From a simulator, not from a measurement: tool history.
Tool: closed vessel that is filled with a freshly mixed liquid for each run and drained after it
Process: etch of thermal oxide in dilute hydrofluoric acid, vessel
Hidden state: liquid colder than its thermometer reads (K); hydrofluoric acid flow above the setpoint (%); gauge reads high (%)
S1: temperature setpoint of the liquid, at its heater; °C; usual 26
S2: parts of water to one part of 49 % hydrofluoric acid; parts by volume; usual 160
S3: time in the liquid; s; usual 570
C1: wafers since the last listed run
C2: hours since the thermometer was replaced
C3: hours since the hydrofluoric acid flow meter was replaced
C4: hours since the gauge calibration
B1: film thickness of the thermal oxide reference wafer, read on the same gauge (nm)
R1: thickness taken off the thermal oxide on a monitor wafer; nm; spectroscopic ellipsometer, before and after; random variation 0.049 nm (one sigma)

run   hour    S1   S2   S3    C1     C2      C3     C4     B1     R1
  1      0    26  160  570     0  447.8  1798.7  138.2  89.97  15.18
  2   16.4    26  160  570  1464  464.2  1815.1  154.6  89.99  15.18
  3   27.9    26  160  570  1027  475.7  1826.6  166.1     90  15.22
  4   39.7    26  160  570  1053  487.5  1838.4  177.9     90  15.15
  5   46.6    26  160  425   616  494.4  1845.3  184.8  90.01  11.27
  6   56.4    26  160  570   875  504.2  1855.1  194.6     90  15.22
  7   66.7    26  160  570   919  514.5  1865.4  204.9  90.01  15.14
  8   81.4    26  160  570  1312  529.2  1880.1  219.6  90.02  15.12
  9   95.5  29.5  160  570  1259  543.3  1894.2  233.7  90.03  17.31
 10    112  29.5  160  570  1473  559.8  1910.7  250.2  90.02  17.22
 11  118.1    26  135  280   544  565.9  1916.8  256.3  90.04    9.1
     127.9  -- gauge calibrated
 12  134.2    26   95  460  1437    582  1932.9    6.3  89.98  22.39
 13  141.9    30  160  660   687  589.7  1940.6     14  90.02  20.41
 14  152.6  21.5  200  570   955  600.4  1951.3   24.7  90.04   9.78
 15  168.5  22.5   95  885  1420  616.3  1967.2   40.6  89.98  37.24
       176  -- hydrofluoric acid flow meter replaced
     184.2  -- thermometer replaced
 16  195.3    26  185  570  2214   11.1    19.3   67.4  90.01  12.74
 17  210.6    26  160  910  1366   26.4    34.6   82.7  90.03  24.09
 18  221.9    26  160  570  1009   37.7    45.9     94  90.02  15.25
 19  239.8    26  200  570  1598   55.6    63.8  111.9  90.02  11.59
 20  248.2  27.5  130  720   750     64    72.2  120.3  90.03  25.79
 21  262.2    26  160  570  1250     78    86.2  134.3  89.98  15.17

Forecast each of these 3 alternatives for the next run:
  A   263    26  160  570  71  78.8  87  135.1   ?   ?
  B   263    31  200  570  71  78.8  87  135.1   ?   ?
  C   263  30.5  130  345  71  78.8  87  135.1   ?   ?

run     B1     R1
  A  89.99  15.23
  B  89.99  13.87
  C  89.99   13.9
Without the tool's hidden state the same runs would have given:
run     R1
  A  15.23
  B  13.87
  C   13.9
